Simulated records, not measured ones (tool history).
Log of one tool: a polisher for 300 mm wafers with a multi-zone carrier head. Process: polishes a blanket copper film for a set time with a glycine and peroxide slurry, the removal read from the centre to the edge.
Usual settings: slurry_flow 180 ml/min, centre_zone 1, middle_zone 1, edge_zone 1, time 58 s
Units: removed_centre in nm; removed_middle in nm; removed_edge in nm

| run | hour | slurry_flow | centre_zone | middle_zone | edge_zone | time | incoming thickness of the incoming film, nm | removed_centre | removed_middle | removed_edge |
|---|---|---|---|---|---|---|---|---|---|---|
| 1 | 0 | 180 | 1 | 0.88 | 1.09 | 58 | 2077.3 | 175 | 155.2 | 198.3 |
|  | 27.8 | worn pad replaced by a new one |
| 2 | 29.2 | 150 | 1 | 1 | 0.97 | 58 | 2012 | 156.4 | 161.2 | 182 |
| 3 | 44.5 | 150 | 1 | 1 | 0.97 | 58 | 2038.5 | 159.1 | 161.1 | 184.4 |
| 4 | 59.9 | 135 | 1 | 1.09 | 1 | 75 | 2062.2 | 193.5 | 212 | 230.7 |
| 5 | 83.8 | 180 | 1 | 0.92 | 1 | 58 | 2071.7 | 174.2 | 163 | 196 |
| 6 | 101.8 | 235 | 0.9 | 1.06 | 0.93 | 58 | 2040.2 | 171.8 | 193 | 199.9 |
|  | 115.8 | edge zone pressure recalibrated |
| 7 | 134.3 | 135 | 1 | 1.09 | 1 | 75 | 2020.6 | 191.3 | 213.6 | 233.6 |
| 8 | 157.9 | 140 | 0.97 | 1 | 1.1 | 38 | 2085.1 | 96.4 | 98.1 | 123.9 |
| 9 | 170.5 | 180 | 1 | 1 | 1 | 58 | 2050.4 | 173 | 167.1 | 191.8 |
| 10 | 184.6 | 180 | 1 | 1 | 1 | 58 | 2051.9 | 171.3 | 170.1 | 191.9 |
|  | 201.2 | slurry nozzle cleaned, repeated, since the last time left the tool worse |
| 11 | 202.9 | 180 | 0.91 | 0.95 | 1 | 58 | 2086.5 | 193.1 | 201.4 | 222 |
| 12 | 216.7 | 160 | 1.04 | 1 | 1.12 | 47 | 2031.7 | 173.4 | 169.2 | 185.8 |

Forecast run 13:
| 13 | 245.6 | 180 | 1 | 1 | 1 | 47 | 2035.5 | ? | ? | ? |

{"run 13": {"removed_centre": 171.2, "removed_middle": 169.1, "removed_edge": 178.4}}
Without the tool's hidden state the same run would have given removed_centre 171.9 nm, removed_middle 169.7 nm, removed_edge 178.9 nm.

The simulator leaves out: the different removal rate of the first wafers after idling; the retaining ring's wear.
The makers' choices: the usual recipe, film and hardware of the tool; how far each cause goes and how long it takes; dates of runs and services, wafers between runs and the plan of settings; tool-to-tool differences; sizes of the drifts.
